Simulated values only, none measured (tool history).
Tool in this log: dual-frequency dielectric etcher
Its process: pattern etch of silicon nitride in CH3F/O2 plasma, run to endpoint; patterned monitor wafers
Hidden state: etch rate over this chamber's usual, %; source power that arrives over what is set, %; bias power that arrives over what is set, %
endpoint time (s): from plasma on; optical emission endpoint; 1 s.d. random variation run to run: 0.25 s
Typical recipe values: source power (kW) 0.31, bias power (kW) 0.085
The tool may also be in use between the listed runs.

run,hour,source power (kW),bias power (kW),wafers since the last listed run,hours since the last wet clean,hours since the last source power generator calibration,hours since the last bias power generator calibration,hours since the last upper electrode change,"incoming incoming film thickness, nm",endpoint time (s)
1,0,0.31,0.092,0,422.5,3324.2,2511,2877.6,73.5,84.8
# hour 23.6: wet clean of the chamber
2,69.4,0.31,0.09,281,45.8,3393.6,2580.4,2947,73.1,83
3,109.4,0.31,0.09,245,85.8,3433.6,2620.4,2987,73.6,84.4
4,166.2,0.31,0.07,348,142.6,3490.4,2677.2,3043.8,73.6,89.5
5,314.9,0.31,0.07,912,291.3,3639.1,2825.9,3192.5,73.7,90.1
# hour 325.5: source power generator calibrated
# hour 359.1: upper electrode replaced
6,359.6,0.31,0.07,102,336,34.1,2870.6,0.5,72.4,88.6
7,371.5,0.31,0.085,73,347.9,46,2882.5,12.4,73.1,85.9
8,428.2,0.37,0.085,348,404.6,102.7,2939.2,69.1,73.1,81.4
9,453.3,0.35,0.091,154,429.7,127.8,2964.3,94.2,72.9,81.3
# hour 498.4: wet clean of the chamber
10,505.5,0.31,0.079,173,7.1,180,3016.5,146.4,72.6,84.9
# hour 581.8: bias power generator calibrated
11,686.4,0.31,0.085,1085,188,360.9,104.6,327.3,73.6,85.6
12,740.9,0.34,0.077,334,242.5,415.4,159.1,381.8,73.2,85.3
13,800.5,0.36,0.073,365,302.1,475,218.7,441.4,73,84.4
14,866.5,0.29,0.091,405,368.1,541,284.7,507.4,72.4,86

Run 15, settings as shown, results not yet in. Your forecast:
15,898.8,0.36,0.085,198,400.4,573.3,317,539.7,73.4,?

{"run 15": {"endpoint time (s)": 82.4}}
Without the tool's hidden state the same run would have given endpoint time (s) 80.6.
